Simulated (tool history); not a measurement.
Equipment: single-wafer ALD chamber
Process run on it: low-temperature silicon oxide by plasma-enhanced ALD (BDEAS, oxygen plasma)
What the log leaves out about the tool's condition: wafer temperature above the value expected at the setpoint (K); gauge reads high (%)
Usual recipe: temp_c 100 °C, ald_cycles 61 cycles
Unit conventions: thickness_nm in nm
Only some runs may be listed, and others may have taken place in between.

run	hour	temp_c	ald_cycles	wafers since the last listed run	hours since the last thermocouple change	hours since the gauge calibration	read-back reference wafer on the same gauge, thickness_nm	thickness_nm
1	0.0	100	68	0	790.9	218.2	9.716	9.218
2	6.7	89	61	33	797.6	224.9	9.707	8.620
3	18.7	89	61	60	809.6	236.9	9.716	8.606
4	36.5	89	61	89	827.4	254.7	9.710	8.655
5	49.7	100	67	66	840.6	267.9	9.712	9.114
6	63.0	100	61	67	853.9	281.2	9.710	8.263
7	75.6	100	61	63	866.5	293.8	9.710	8.244
8	83.3	100	61	38	874.2	301.5	9.709	8.277
9	91.5	100	61	41	882.4	309.7	9.707	8.285
10	105.2	100	61	69	896.1	323.4	9.709	8.324
11	111.9	100	61	33	902.8	330.1	9.712	8.280
12	125.3	100	61	67	916.2	343.5	9.709	8.255
13	140.7	100	61	77	931.6	358.9	9.708	8.299
14	154.9	100	61	71	945.8	373.1	9.708	8.264
15	169.0	100	61	71	959.9	387.2	9.708	8.309
16	178.6	100	52	48	969.5	396.8	9.710	7.064
17	189.4	100	61	54	980.3	407.6	9.710	8.344
18	197.3	100	61	39	988.2	415.5	9.713	8.326
# hour 198.7: gauge calibrated
19	209.1	100	61	59	1000.0	10.4	9.710	8.321
20	221.7	100	61	63	1012.6	23.0	9.713	8.302
21	238.2	100	61	83	1029.1	39.5	9.709	8.306
22	248.9	100	57	54	1039.8	50.2	9.710	7.781
23	255.0	113	61	30	1045.9	56.3	9.709	8.039
24	264.7	112	61	49	1055.6	66.0	9.712	8.040
25	276.0	114	71	57	1066.9	77.3	9.710	9.325
26	286.6	91	65	53	1077.5	87.9	9.711	9.147
27	299.7	105	61	66	1090.6	101.0	9.713	8.160
# hour 313.1: thermocouple changed; heater temperature recalibrated
28	313.6	92	56	29	0.5	114.9	9.713	7.960
29	363.7	109	50	253	50.6	165.0	9.711	6.652
30	371.8	107	67	40	58.7	173.1	9.705	9.000
31	383.1	94	65	57	70.0	184.4	9.711	9.156
# hour 397.2: thermocouple changed; heater temperature recalibrated, repeated, since the last time left the tool worse
32	400.1	87	61	45	2.9	201.4	9.711	8.598
33	412.8	108	57	64	15.6	214.1	9.706	7.477
34	430.1	94	73	87	32.9	231.4	9.711	10.002
35	438.4	100	61	41	41.2	239.7	9.709	8.204
36	455.8	114	71	87	58.6	257.1	9.711	9.227
37	463.4	107	53	38	66.2	264.7	9.709	7.000
38	472.0	94	65	43	74.8	273.3	9.714	8.920
39	480.1	100	61	40	82.9	281.4	9.712	8.195
40	488.2	91	61	40	91.0	289.5	9.714	8.504

The same runs without the tool's hidden state, with the same run-to-run variation:
run	thickness_nm
1	9.100
2	8.514
3	8.498
4	8.543
5	8.988
6	8.147
7	8.126
8	8.158
9	8.163
10	8.200
11	8.155
12	8.129
13	8.169
14	8.133
15	8.174
16	6.948
17	8.205
18	8.187
19	8.180
20	8.159
21	8.160
22	7.643
23	7.965
24	7.965
25	9.237
26	8.984
27	8.082
28	7.733
29	6.547
30	8.845
31	8.880
32	8.584
33	7.469
34	9.979
35	8.183
36	9.214
37	6.989
38	8.893
39	8.168
40	8.475

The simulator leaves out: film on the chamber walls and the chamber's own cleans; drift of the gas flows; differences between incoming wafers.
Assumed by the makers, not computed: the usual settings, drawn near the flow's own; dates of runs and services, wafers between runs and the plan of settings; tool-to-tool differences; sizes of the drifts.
